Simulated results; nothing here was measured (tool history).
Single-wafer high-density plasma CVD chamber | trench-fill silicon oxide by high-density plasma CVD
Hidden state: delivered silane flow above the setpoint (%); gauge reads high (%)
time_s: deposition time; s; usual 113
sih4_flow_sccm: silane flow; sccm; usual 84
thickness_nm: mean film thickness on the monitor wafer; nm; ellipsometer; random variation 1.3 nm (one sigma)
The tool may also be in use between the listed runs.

run	hour	time_s	sih4_flow_sccm	wafers since the last listed run	hours since the silane flow controller was replaced	hours since the gauge calibration	read-back reference wafer on the same gauge, thickness_nm	thickness_nm
1	0	113	84	0	3563.6	471.9	753.821	824.335
2	8.8	113	84	121	3572.4	480.7	753.84	823.725
3	25.5	113	84	229	3589.1	497.4	754.393	826.597
4	43.1	113	91	242	3606.7	515	754.051	890.335
5	49.4	130	78	86	3613	521.3	754.384	879.879
6	59	113	84	132	3622.6	530.9	754.063	824.846
7	66.7	124	84	106	3630.3	538.6	754.058	903.645
8	102	124	84	486	3665.6	573.9	754.249	900.942
9	116.6	113	84	201	3680.2	588.5	754.113	823.343
10	132.7	113	84	221	3696.3	604.6	754.092	823.136
11	141.9	113	84	126	3705.5	613.8	754.244	819.491
12	148.9	113	84	96	3712.5	620.8	754.062	821.282
13	162.2	113	84	183	3725.8	634.1	754.234	823.23
14	176	113	84	190	3739.6	647.9	754.203	820.274
15	185.3	118	84	128	3748.9	657.2	753.989	856.287
# hour 191.2: gauge calibrated
16	194.3	113	84	123	3757.9	3.1	754.135	821.246
17	207.9	100	84	187	3771.5	16.7	754	727.161
18	215.6	113	97	106	3779.2	24.4	754.28	946.84
19	230	113	97	198	3793.6	38.8	754.136	946.727
20	244.3	113	80	196	3807.9	53.1	753.808	781.191
21	257.3	113	80	179	3820.9	66.1	753.941	779.955
22	268.8	113	73	158	3832.4	77.6	754.21	713.577
23	304.6	123	89	493	3868.2	113.4	753.936	943.85
24	322.3	113	74	243	3885.9	131.1	753.991	720.061
25	333.8	113	84	158	3897.4	142.6	753.822	817.455
26	351.6	113	84	245	3915.2	160.4	754.452	817.13
27	379	113	74	377	3942.6	187.8	754.086	719.348
28	396.6	123	94	242	3960.2	205.4	753.942	994.211
29	414	123	70	239	3977.6	222.8	754.132	742.303
30	429	113	93	206	3992.6	237.8	753.983	904.509
# hour 442.9: silane flow controller replaced
31	443.4	113	84	88	0.5	252.2	754.216	859.918
32	454.1	113	84	147	11.2	262.9	754.249	862.3
33	471.9	113	84	245	29	280.7	754.208	861.259
34	481.7	119	84	134	38.8	290.5	754.317	906.854
35	499.2	91	84	241	56.3	308	753.906	693.688
36	514.5	124	94	210	71.6	323.3	754.119	1057.397
37	523.8	113	84	128	80.9	332.6	753.931	858.951
38	530.8	121	71	96	87.9	339.6	754.036	778.392
39	540.3	105	90	130	97.4	349.1	754.069	858.207
40	546.5	128	95	85	103.6	355.3	753.965	1099.731
41	553.6	131	95	97	110.7	362.4	754.352	1130.446
42	566.3	113	84	174	123.4	375.1	754.302	862.752

The tool's hidden state at each run:
gauge reads high (%): 0 in every run
H1: delivered silane flow above the setpoint (%)
run	H1
1	-3.99
2	-4.01
3	-4.04
4	-4.08
5	-4.09
6	-4.11
7	-4.13
8	-4.2
9	-4.23
10	-4.27
11	-4.29
12	-4.3
13	-4.33
14	-4.36
15	-4.38
16	-4.4
17	-4.43
18	-4.44
19	-4.47
20	-4.5
21	-4.53
22	-4.56
23	-4.64
24	-4.67
25	-4.7
26	-4.74
27	-4.8
28	-4.84
29	-4.88
30	-4.91
31	0.28
32	0.28
33	0.279
34	0.279
35	0.279
36	0.278
37	0.278
38	0.278
39	0.277
40	0.277
41	0.276
42	0.275
